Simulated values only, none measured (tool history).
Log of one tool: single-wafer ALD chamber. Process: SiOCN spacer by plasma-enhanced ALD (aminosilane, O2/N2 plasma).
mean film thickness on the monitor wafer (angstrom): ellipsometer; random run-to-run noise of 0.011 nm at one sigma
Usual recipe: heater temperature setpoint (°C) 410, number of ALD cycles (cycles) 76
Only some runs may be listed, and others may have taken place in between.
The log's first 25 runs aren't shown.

run,hour,heater temperature setpoint (°C),number of ALD cycles (cycles),wafers since the last listed run,hours since the last thermocouple change,hours since the gauge calibration,"read-back reference wafer on the same gauge, thickness_nm",mean film thickness on the monitor wafer (angstrom)
26,648.4,405,63,53,110.7,295.0,5.157,37.27
27,663.0,422,91,65,125.3,309.6,5.161,50.68
28,694.5,396,87,140,156.8,341.1,5.158,52.17
29,713.3,400,82,83,175.6,359.9,5.160,49.07
30,725.6,410,76,54,187.9,372.2,5.158,44.13
31,739.0,405,80,59,201.3,385.6,5.161,47.15
32,754.5,410,80,69,216.8,401.1,5.162,46.70
33,774.6,414,63,89,236.9,421.2,5.159,36.06
34,797.8,405,90,103,260.1,444.4,5.158,53.12
35,812.3,399,69,64,274.6,458.9,5.156,41.50
36,847.8,419,86,158,310.1,494.4,5.159,48.23
37,880.8,399,64,147,343.1,527.4,5.157,38.39
38,915.8,410,76,156,378.1,562.4,5.161,44.22

Alternative continuations, all from the tool just after run 38; predict every row:
A,916.3,410,86,2,378.6,562.9,?,?
B,916.3,410,70,2,378.6,562.9,?,?
C,916.3,396,76,2,378.6,562.9,?,?
D,916.3,417,91,2,378.6,562.9,?,?
E,916.3,414,76,2,378.6,562.9,?,?

run,"read-back reference wafer on the same gauge, thickness_nm",mean film thickness on the monitor wafer (angstrom)
A,5.162,50.02
B,5.162,40.72
C,5.162,45.70
D,5.162,51.62
E,5.162,43.58
With the hidden condition removed and each run's random variation left untouched, the same runs would have given:
run,mean film thickness on the monitor wafer (angstrom)
A,50.16
B,40.83
C,45.70
D,51.77
E,43.70
